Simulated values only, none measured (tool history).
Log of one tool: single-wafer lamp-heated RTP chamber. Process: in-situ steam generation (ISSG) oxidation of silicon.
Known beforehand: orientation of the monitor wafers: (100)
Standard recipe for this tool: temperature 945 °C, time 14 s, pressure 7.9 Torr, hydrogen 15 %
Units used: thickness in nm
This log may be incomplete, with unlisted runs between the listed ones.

run,hour,temperature,time,pressure,hydrogen,"read-back reference wafer on the same gauge, thickness",thickness
1,0.0,945,14,7.9,15,3.873,3.738
2,60.4,945,14,7.9,15,3.869,3.738
3,108.8,945,14,7.9,15,3.871,3.755
4,135.6,945,14,7.9,12,3.869,3.574
5,191.4,934,14,7.9,15,3.872,3.652
6,242.6,945,14,6.9,15,3.872,3.748
# hour 262.4: gauge calibrated
# hour 267.7: pyrometer window cleaned and pyrometer calibrated, repeated, since the last time left the tool worse
7,290.2,945,14,6.9,15,3.868,3.630
8,348.7,945,14,6.9,15,3.871,3.645
9,392.3,945,14,7.9,13,3.871,3.561
10,451.8,960,14,7.9,15,3.871,3.818
11,505.9,951,14,7.9,15,3.871,3.752
12,550.8,945,12,7.9,15,3.870,3.485
13,609.1,945,14,7.9,15,3.869,3.683
14,636.6,945,14,7.9,15,3.872,3.698
# hour 679.5: pyrometer window cleaned and pyrometer calibrated
15,681.1,945,14,7.9,15,3.867,3.671
# hour 705.8: pressure gauge zeroed
16,745.1,933,8,8.9,11,3.870,2.708

The next listed run, before its measurement:
17,813.9,945,14,7.9,15,?,?

{"run 17": {"read-back reference wafer on the same gauge, thickness": 3.87, "thickness": 3.675}}
On a tool with no hidden condition, and with the same random variation, this run would have come out at thickness 3.660 nm.

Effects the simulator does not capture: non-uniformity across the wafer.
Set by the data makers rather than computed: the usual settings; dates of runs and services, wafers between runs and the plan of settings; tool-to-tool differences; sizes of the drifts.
